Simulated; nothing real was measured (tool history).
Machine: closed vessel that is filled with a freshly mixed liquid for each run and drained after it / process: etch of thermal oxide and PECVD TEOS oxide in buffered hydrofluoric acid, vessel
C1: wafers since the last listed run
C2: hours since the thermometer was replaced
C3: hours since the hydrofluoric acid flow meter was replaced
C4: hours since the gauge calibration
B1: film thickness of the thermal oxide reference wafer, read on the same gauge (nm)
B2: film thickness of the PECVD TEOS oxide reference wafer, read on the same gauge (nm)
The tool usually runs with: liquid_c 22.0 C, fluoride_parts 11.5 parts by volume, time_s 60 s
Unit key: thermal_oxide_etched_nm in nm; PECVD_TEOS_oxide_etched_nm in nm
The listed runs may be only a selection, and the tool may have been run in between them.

{"run": 1, "hour": 0.0, "liquid_c": 22.0, "fluoride_parts": 11.5, "time_s": 60, "C1": 0, "C2": 2056.2, "C3": 33.0, "C4": 196.8, "B1": 100.02, "B2": 130.01, "thermal_oxide_etched_nm": 60.22, "PECVD_TEOS_oxide_etched_nm": 69.67}
{"run": 2, "hour": 51.1, "liquid_c": 19.0, "fluoride_parts": 11.5, "time_s": 60, "C1": 7674, "C2": 2107.3, "C3": 84.1, "C4": 247.9, "B1": 100.02, "B2": 130.0, "thermal_oxide_etched_nm": 50.4, "PECVD_TEOS_oxide_etched_nm": 58.79}
{"run": 3, "hour": 116.0, "liquid_c": 19.0, "fluoride_parts": 11.5, "time_s": 60, "C1": 9747, "C2": 2172.2, "C3": 149.0, "C4": 312.8, "B1": 99.99, "B2": 130.02, "thermal_oxide_etched_nm": 51.44, "PECVD_TEOS_oxide_etched_nm": 59.13}
{"run": 4, "hour": 177.7, "liquid_c": 22.0, "fluoride_parts": 11.5, "time_s": 60, "C1": 9266, "C2": 2233.9, "C3": 210.7, "C4": 374.5, "B1": 100.0, "B2": 129.96, "thermal_oxide_etched_nm": 60.89, "PECVD_TEOS_oxide_etched_nm": 69.31}
{"run": 5, "hour": 208.3, "liquid_c": 22.0, "fluoride_parts": 11.5, "time_s": 60, "C1": 4595, "C2": 2264.5, "C3": 241.3, "C4": 405.1, "B1": 100.0, "B2": 130.01, "thermal_oxide_etched_nm": 60.76, "PECVD_TEOS_oxide_etched_nm": 69.21}
{"hour": 249.2, "done": "thermometer replaced"}
{"run": 6, "hour": 264.5, "liquid_c": 22.0, "fluoride_parts": 11.5, "time_s": 45, "C1": 8290, "C2": 15.3, "C3": 297.5, "C4": 461.3, "B1": 100.01, "B2": 130.0, "thermal_oxide_etched_nm": 42.23, "PECVD_TEOS_oxide_etched_nm": 48.48}
{"run": 7, "hour": 294.2, "liquid_c": 22.0, "fluoride_parts": 11.5, "time_s": 60, "C1": 4460, "C2": 45.0, "C3": 327.2, "C4": 491.0, "B1": 99.98, "B2": 129.97, "thermal_oxide_etched_nm": 55.84, "PECVD_TEOS_oxide_etched_nm": 64.34}
{"run": 8, "hour": 352.3, "liquid_c": 22.0, "fluoride_parts": 15.5, "time_s": 40, "C1": 8726, "C2": 103.1, "C3": 385.3, "C4": 549.1, "B1": 100.03, "B2": 129.98, "thermal_oxide_etched_nm": 27.66, "PECVD_TEOS_oxide_etched_nm": 32.29}
{"run": 9, "hour": 419.5, "liquid_c": 22.0, "fluoride_parts": 11.5, "time_s": 70, "C1": 10092, "C2": 170.3, "C3": 452.5, "C4": 616.3, "B1": 100.02, "B2": 129.98, "thermal_oxide_etched_nm": 65.35, "PECVD_TEOS_oxide_etched_nm": 76.21}
{"run": 10, "hour": 469.5, "liquid_c": 22.0, "fluoride_parts": 11.5, "time_s": 60, "C1": 7509, "C2": 220.3, "C3": 502.5, "C4": 666.3, "B1": 99.99, "B2": 129.97, "thermal_oxide_etched_nm": 56.81, "PECVD_TEOS_oxide_etched_nm": 65.03}
{"run": 11, "hour": 539.2, "liquid_c": 18.5, "fluoride_parts": 11.5, "time_s": 75, "C1": 10468, "C2": 290.0, "C3": 572.2, "C4": 736.0, "B1": 99.98, "B2": 129.97, "thermal_oxide_etched_nm": 58.14, "PECVD_TEOS_oxide_etched_nm": 67.26}
{"run": 12, "hour": 609.5, "liquid_c": 24.0, "fluoride_parts": 9.0, "time_s": 75, "C1": 10558, "C2": 360.3, "C3": 642.5, "C4": 806.3, "B1": 100.02, "B2": 129.96, "thermal_oxide_etched_nm": 96.61, "PECVD_TEOS_oxide_etched_nm": 112.16}
{"run": 13, "hour": 639.6, "liquid_c": 22.0, "fluoride_parts": 11.5, "time_s": 35, "C1": 4520, "C2": 390.4, "C3": 672.6, "C4": 836.4, "B1": 100.0, "B2": 130.0, "thermal_oxide_etched_nm": 32.97, "PECVD_TEOS_oxide_etched_nm": 38.34}
{"hour": 678.5, "done": "hydrofluoric acid flow meter replaced"}
{"run": 14, "hour": 703.7, "liquid_c": 19.5, "fluoride_parts": 15.5, "time_s": 75, "C1": 9477, "C2": 454.5, "C3": 25.2, "C4": 900.5, "B1": 99.96, "B2": 129.98, "thermal_oxide_etched_nm": 46.45, "PECVD_TEOS_oxide_etched_nm": 53.11}
{"run": 15, "hour": 768.0, "liquid_c": 23.5, "fluoride_parts": 11.5, "time_s": 60, "C1": 9657, "C2": 518.8, "C3": 89.5, "C4": 964.8, "B1": 99.98, "B2": 129.98, "thermal_oxide_etched_nm": 61.41, "PECVD_TEOS_oxide_etched_nm": 71.56}
{"run": 16, "hour": 822.5, "liquid_c": 24.0, "fluoride_parts": 11.5, "time_s": 90, "C1": 8185, "C2": 573.3, "C3": 144.0, "C4": 1019.3, "B1": 99.98, "B2": 129.97, "thermal_oxide_etched_nm": 95.09, "PECVD_TEOS_oxide_etched_nm": 110.37}
{"run": 17, "hour": 884.4, "liquid_c": 22.0, "fluoride_parts": 11.5, "time_s": 90, "C1": 9296, "C2": 635.2, "C3": 205.9, "C4": 1081.2, "B1": 100.02, "B2": 130.0, "thermal_oxide_etched_nm": 83.82, "PECVD_TEOS_oxide_etched_nm": 99.43}
{"run": 18, "hour": 939.4, "liquid_c": 24.0, "fluoride_parts": 15.0, "time_s": 90, "C1": 8260, "C2": 690.2, "C3": 260.9, "C4": 1136.2, "B1": 99.99, "B2": 129.99, "thermal_oxide_etched_nm": 73.62, "PECVD_TEOS_oxide_etched_nm": 85.35}
{"run": 19, "hour": 987.0, "liquid_c": 18.5, "fluoride_parts": 11.5, "time_s": 60, "C1": 7149, "C2": 737.8, "C3": 308.5, "C4": 1183.8, "B1": 100.04, "B2": 130.03, "thermal_oxide_etched_nm": 47.28, "PECVD_TEOS_oxide_etched_nm": 54.2}
{"run": 20, "hour": 1027.9, "liquid_c": 20.5, "fluoride_parts": 11.5, "time_s": 35, "C1": 6142, "C2": 778.7, "C3": 349.4, "C4": 1224.7, "B1": 100.01, "B2": 130.01, "thermal_oxide_etched_nm": 30.58, "PECVD_TEOS_oxide_etched_nm": 35.63}
{"run": 21, "hour": 1221.4, "liquid_c": 24.0, "fluoride_parts": 9.0, "time_s": 75, "C1": 29061, "C2": 972.2, "C3": 542.9, "C4": 1418.2, "B1": 100.0, "B2": 130.02, "thermal_oxide_etched_nm": 97.15, "PECVD_TEOS_oxide_etched_nm": 114.0}
{"run": 22, "hour": 1254.0, "liquid_c": 22.0, "fluoride_parts": 11.5, "time_s": 60, "C1": 4896, "C2": 1004.8, "C3": 575.5, "C4": 1450.8, "B1": 100.04, "B2": 129.99, "thermal_oxide_etched_nm": 58.25, "PECVD_TEOS_oxide_etched_nm": 66.61}
{"run": 23, "hour": 1303.8, "liquid_c": 22.0, "fluoride_parts": 11.5, "time_s": 40, "C1": 7479, "C2": 1054.6, "C3": 625.3, "C4": 1500.6, "B1": 100.01, "B2": 129.97, "thermal_oxide_etched_nm": 38.71, "PECVD_TEOS_oxide_etched_nm": 44.52}
{"run": 24, "hour": 1329.0, "liquid_c": 24.5, "fluoride_parts": 8.0, "time_s": 35, "C1": 3784, "C2": 1079.8, "C3": 650.5, "C4": 1525.8, "B1": 100.02, "B2": 129.99, "thermal_oxide_etched_nm": 53.63, "PECVD_TEOS_oxide_etched_nm": 62.56}
{"run": 25, "hour": 1385.3, "liquid_c": 22.0, "fluoride_parts": 12.5, "time_s": 60, "C1": 8455, "C2": 1136.1, "C3": 706.8, "C4": 1582.1, "B1": 100.0, "B2": 130.02, "thermal_oxide_etched_nm": 54.33, "PECVD_TEOS_oxide_etched_nm": 61.58}

5 ways to go on from here, each from the tool as it stands after run 25. What would each give?
{"run": "A", "hour": 1386.0, "liquid_c": 26.5, "fluoride_parts": 11.5, "time_s": 60, "C1": 105, "C2": 1136.8, "C3": 707.5, "C4": 1582.8, "B1": "?", "B2": "?", "thermal_oxide_etched_nm": "?", "PECVD_TEOS_oxide_etched_nm": "?"}
{"run": "B", "hour": 1386.0, "liquid_c": 19.5, "fluoride_parts": 7.5, "time_s": 75, "C1": 105, "C2": 1136.8, "C3": 707.5, "C4": 1582.8, "B1": "?", "B2": "?", "thermal_oxide_etched_nm": "?", "PECVD_TEOS_oxide_etched_nm": "?"}
{"run": "C", "hour": 1386.0, "liquid_c": 22.0, "fluoride_parts": 8.0, "time_s": 60, "C1": 105, "C2": 1136.8, "C3": 707.5, "C4": 1582.8, "B1": "?", "B2": "?", "thermal_oxide_etched_nm": "?", "PECVD_TEOS_oxide_etched_nm": "?"}
{"run": "D", "hour": 1386.0, "liquid_c": 26.0, "fluoride_parts": 13.5, "time_s": 85, "C1": 105, "C2": 1136.8, "C3": 707.5, "C4": 1582.8, "B1": "?", "B2": "?", "thermal_oxide_etched_nm": "?", "PECVD_TEOS_oxide_etched_nm": "?"}
{"run": "E", "hour": 1386.0, "liquid_c": 20.5, "fluoride_parts": 11.5, "time_s": 60, "C1": 105, "C2": 1136.8, "C3": 707.5, "C4": 1582.8, "B1": "?", "B2": "?", "thermal_oxide_etched_nm": "?", "PECVD_TEOS_oxide_etched_nm": "?"}

run=A B1=99.98 B2=129.99 thermal_oxide_etched_nm=74.15 PECVD_TEOS_oxide_etched_nm=85.76
run=B B1=99.98 B2=129.99 thermal_oxide_etched_nm=94.31 PECVD_TEOS_oxide_etched_nm=109.07
run=C B1=99.98 B2=129.99 thermal_oxide_etched_nm=80.82 PECVD_TEOS_oxide_etched_nm=93.47
run=D B1=99.98 B2=129.99 thermal_oxide_etched_nm=87.44 PECVD_TEOS_oxide_etched_nm=101.12
run=E B1=99.98 B2=129.99 thermal_oxide_etched_nm=53.46 PECVD_TEOS_oxide_etched_nm=61.83
Had the tool no hidden state, the same runs would have come out as:
run=A thermal_oxide_etched_nm=71.85 PECVD_TEOS_oxide_etched_nm=83.09
run=B thermal_oxide_etched_nm=91.25 PECVD_TEOS_oxide_etched_nm=105.53
run=C thermal_oxide_etched_nm=78.24 PECVD_TEOS_oxide_etched_nm=90.48
run=D thermal_oxide_etched_nm=84.70 PECVD_TEOS_oxide_etched_nm=97.96
run=E thermal_oxide_etched_nm=51.73 PECVD_TEOS_oxide_etched_nm=59.83

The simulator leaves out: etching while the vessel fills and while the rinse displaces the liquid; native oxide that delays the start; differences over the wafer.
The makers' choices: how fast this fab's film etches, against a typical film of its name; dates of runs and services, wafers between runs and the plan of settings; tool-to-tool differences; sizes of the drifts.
